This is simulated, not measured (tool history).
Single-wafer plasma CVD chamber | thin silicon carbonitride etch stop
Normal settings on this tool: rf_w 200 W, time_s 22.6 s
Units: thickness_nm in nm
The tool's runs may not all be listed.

run     day  rf_w  time_s  read-back reference wafer on the same gauge, thickness_nm  thickness_nm
  1       0   200    22.6                                                     15.592        13.822
  2   2.738   200    22.6                                                     15.589        13.766
  3  13.362   200    22.6                                                       15.6        13.682
  4  17.233   200      19                                                     15.587        11.478
  5  20.942   200      19                                                     15.598        11.576
  6  23.429   200    22.6                                                     15.599        13.624
     23.821  -- gauge calibrated
  7  25.788   200    22.6                                                       15.6        13.699
  8  28.788   200    22.6                                                     15.595        13.649
     30.642  -- RF generator calibrated
  9  31.633   200    25.2                                                     15.591        14.864
     33.896  -- showerhead replaced
 10  35.438   200    25.2                                                     15.599        14.953
 11  39.854   200    24.3                                                     15.607        14.384
 12  42.354   200    24.3                                                     15.606        14.419
 13  46.408   200    22.6                                                     15.607         13.38
     46.896  -- RF generator calibrated, repeated, since the last time left the tool worse
 14  49.642   200    25.2                                                      15.61        15.596
 15  51.654   200    22.6                                                      15.59        14.039
 16  54.138   175    20.7                                                     15.585        12.168
     56.112  -- thermocouple changed; heater temperature recalibrated
 17  57.692   200    22.6                                                     15.594        13.949
 18  59.592   200    22.6                                                     15.593        13.942
 19  61.796   160    25.8                                                     15.602        14.693
 20   64.25   240    21.1                                                     15.608        13.848
 21  67.388   225    22.6                                                     15.611        14.578
 22  69.771   235    19.9                                                     15.599         12.96
 23  71.367   200    22.6                                                     15.602        13.851
 24  73.617   215      19                                                     15.591        12.001
 25  75.908   170    26.4                                                     15.591        15.358
 26  78.171   220    20.5                                                     15.593        12.919

Below are 5 alternative next runs, each starting from the tool's condition after run 26. Predict each:
  A  78.188   200    21.4                                                          ?             ?
  B  78.188   200    26.7                                                          ?             ?
  C  78.188   165    18.8                                                          ?             ?
  D  78.188   180    18.7                                                          ?             ?
  E  78.188   240    22.6                                                          ?             ?

run  read-back reference wafer on the same gauge, thickness_nm  thickness_nm
  A                                                     15.604        13.117
  B                                                     15.604        16.366
  C                                                     15.604        10.766
  D                                                     15.604        11.046
  E                                                     15.604        14.747
With no hidden state in the tool, these same runs would have given:
run  thickness_nm
  A        13.171
  B        16.433
  C         10.81
  D        11.091
  E        14.807
